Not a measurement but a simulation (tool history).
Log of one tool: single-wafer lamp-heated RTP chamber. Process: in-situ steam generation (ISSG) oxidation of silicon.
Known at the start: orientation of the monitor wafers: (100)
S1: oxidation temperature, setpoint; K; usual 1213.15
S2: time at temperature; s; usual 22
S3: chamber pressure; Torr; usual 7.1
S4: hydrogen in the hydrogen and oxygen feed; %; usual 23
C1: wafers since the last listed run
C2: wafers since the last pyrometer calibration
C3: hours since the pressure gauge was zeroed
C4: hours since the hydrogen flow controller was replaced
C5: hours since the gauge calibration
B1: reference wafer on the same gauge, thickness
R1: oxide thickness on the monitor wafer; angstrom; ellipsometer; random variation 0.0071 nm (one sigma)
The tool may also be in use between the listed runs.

run 1 day=0 | S1=1213.15 S2=22 S3=7.1 S4=23 | C1=0 C2=800 C3=2836 C4=3664.9 C5=1330.9 | B1=4.811 | R1=48.49
-- day=0.475 gauge calibrated
run 2 day=1.521 | S1=1213.15 S2=22 S3=7.1 S4=23 | C1=364 C2=1164 C3=2872.5 C4=3701.4 C5=25.1 | B1=4.812 | R1=48.61
-- day=2.008 hydrogen flow controller replaced
run 3 day=3.442 | S1=1213.15 S2=22 S3=7.1 S4=23 | C1=380 C2=1545 C3=2918.6 C4=34.4 C5=71.2 | B1=4.809 | R1=48.12
run 4 day=5.879 | S1=1213.15 S2=22 S3=7.1 S4=23 | C1=584 C2=2129 C3=2977.1 C4=92.9 C5=129.7 | B1=4.812 | R1=48.05
run 5 day=7.529 | S1=1213.15 S2=22 S3=7.1 S4=23 | C1=395 C2=2525 C3=3016.7 C4=132.5 C5=169.3 | B1=4.808 | R1=48.26
run 6 day=10.408 | S1=1213.15 S2=22 S3=7.1 S4=23 | C1=690 C2=3215 C3=3085.8 C4=201.6 C5=238.4 | B1=4.808 | R1=48.33
run 7 day=11.938 | S1=1213.15 S2=22 S3=7.1 S4=23 | C1=366 C2=3582 C3=3122.5 C4=238.3 C5=275.1 | B1=4.805 | R1=48.54
-- day=12.904 pyrometer window cleaned and pyrometer calibrated
run 8 day=13.779 | S1=1213.15 S2=22 S3=7.1 S4=23 | C1=361 C2=209 C3=3166.7 C4=282.5 C5=319.3 | B1=4.81 | R1=48.02
run 9 day=16.433 | S1=1213.15 S2=22 S3=7.1 S4=18 | C1=636 C2=846 C3=3230.4 C4=346.2 C5=383 | B1=4.81 | R1=45.25
run 10 day=18.604 | S1=1213.15 S2=22 S3=7.1 S4=18 | C1=520 C2=1366 C3=3282.5 C4=398.3 C5=435.1 | B1=4.812 | R1=45.3
run 11 day=20.812 | S1=1217.15 S2=22 S3=7.1 S4=23 | C1=529 C2=1896 C3=3335.5 C4=451.3 C5=488.1 | B1=4.808 | R1=48.73
run 12 day=22.496 | S1=1196.15 S2=22 S3=8.1 S4=29 | C1=403 C2=2299 C3=3375.9 C4=491.7 C5=528.5 | B1=4.809 | R1=48.56
run 13 day=24.588 | S1=1219.15 S2=22 S3=6.9 S4=28 | C1=501 C2=2801 C3=3426.1 C4=541.9 C5=578.7 | B1=4.811 | R1=51.85
run 14 day=26.1 | S1=1213.15 S2=22 S3=6.9 S4=23 | C1=362 C2=3163 C3=3462.4 C4=578.2 C5=615 | B1=4.808 | R1=48.32
run 15 day=27.592 | S1=1213.15 S2=17 S3=7.1 S4=32 | C1=357 C2=3521 C3=3498.2 C4=614 C5=650.8 | B1=4.809 | R1=47.99
-- day=29.2 pressure gauge zeroed
run 16 day=29.221 | S1=1213.15 S2=22 S3=7.1 S4=26 | C1=310 C2=3832 C3=0.5 C4=653.1 C5=689.9 | B1=4.808 | R1=50.05
run 17 day=31.188 | S1=1197.15 S2=22 S3=7.1 S4=17 | C1=471 C2=4303 C3=47.7 C4=700.3 C5=737.1 | B1=4.811 | R1=43.25
-- day=31.775 pyrometer window cleaned and pyrometer calibrated
run 18 day=32.4 | S1=1217.15 S2=22 S3=7.1 S4=23 | C1=210 C2=149 C3=76.8 C4=729.4 C5=766.2 | B1=4.808 | R1=48.31
run 19 day=33.996 | S1=1213.15 S2=22 S3=8.1 S4=30 | C1=382 C2=532 C3=115.1 C4=767.7 C5=804.5 | B1=4.811 | R1=51.26
run 20 day=35.246 | S1=1197.15 S2=28 S3=7.1 S4=13 | C1=299 C2=831 C3=145.1 C4=797.7 C5=834.5 | B1=4.809 | R1=44.74
run 21 day=36.396 | S1=1213.15 S2=22 S3=7.1 S4=23 | C1=275 C2=1107 C3=172.7 C4=825.3 C5=862.1 | B1=4.81 | R1=47.98
run 22 day=39.3 | S1=1213.15 S2=22 S3=8.5 S4=23 | C1=696 C2=1803 C3=242.4 C4=895 C5=931.8 | B1=4.807 | R1=48.04
run 23 day=45.992 | S1=1213.15 S2=15 S3=7.8 S4=23 | C1=1604 C2=3408 C3=403 C4=1055.6 C5=1092.4 | B1=4.809 | R1=41.87
run 24 day=48.042 | S1=1196.15 S2=18 S3=8.5 S4=23 | C1=491 C2=3899 C3=452.2 C4=1104.8 C5=1141.6 | B1=4.813 | R1=42.77
-- day=49.533 pyrometer window cleaned and pyrometer calibrated
run 25 day=50.821 | S1=1213.15 S2=22 S3=7.1 S4=23 | C1=586 C2=308 C3=518.9 C4=1171.5 C5=1208.3 | B1=4.809 | R1=47.95
run 26 day=52.708 | S1=1213.15 S2=22 S3=7.1 S4=23 | C1=452 C2=761 C3=564.2 C4=1216.8 C5=1253.6 | B1=4.81 | R1=48.11
run 27 day=54.588 | S1=1213.15 S2=22 S3=7.1 S4=23 | C1=450 C2=1211 C3=609.3 C4=1261.9 C5=1298.7 | B1=4.81 | R1=48.27
-- day=56.825 gauge calibrated
run 28 day=57.038 | S1=1206.15 S2=22 S3=7.1 S4=23 | C1=587 C2=1799 C3=668.1 C4=1320.7 C5=5.1 | B1=4.81 | R1=47.22
run 29 day=58.271 | S1=1195.15 S2=22 S3=7.1 S4=19 | C1=295 C2=2095 C3=697.7 C4=1350.3 C5=34.7 | B1=4.809 | R1=43.72
run 30 day=60.288 | S1=1203.15 S2=27 S3=6.9 S4=23 | C1=483 C2=2578 C3=746.1 C4=1398.7 C5=83.1 | B1=4.812 | R1=50.94
run 31 day=63.225 | S1=1213.15 S2=22 S3=7.1 S4=17 | C1=704 C2=3282 C3=816.6 C4=1469.2 C5=153.6 | B1=4.809 | R1=45.26

Measured less the same run without the tool's hidden state. The same run-to-run variation is in both; the gauge's scatter may not be:
The hidden state here: true wafer temperature minus pyrometer reading, K; true pressure minus gauge reading, Torr; deviation of the hydrogen flow from its setpoint, %; gauge reads high (%).
run=1 R1=+0.83
run=2 R1=+0.9
run=3 R1=+0.45
run=4 R1=+0.56
run=5 R1=+0.63
run=6 R1=+0.76
run=7 R1=+0.84
run=8 R1=+0.23
run=9 R1=+0.32
run=10 R1=+0.42
run=11 R1=+0.57
run=12 R1=+0.59
run=13 R1=+0.8
run=14 R1=+0.8
run=15 R1=+0.81
run=16 R1=+0.97
run=17 R1=+0.84
run=18 R1=+0.21
run=19 R1=+0.29
run=20 R1=+0.3
run=21 R1=+0.39
run=22 R1=+0.51
run=23 R1=+0.65
run=24 R1=+0.71
run=25 R1=+0.34
run=26 R1=+0.43
run=27 R1=+0.52
run=28 R1=+0.6
run=29 R1=+0.58
run=30 R1=+0.83
run=31 R1=+0.85

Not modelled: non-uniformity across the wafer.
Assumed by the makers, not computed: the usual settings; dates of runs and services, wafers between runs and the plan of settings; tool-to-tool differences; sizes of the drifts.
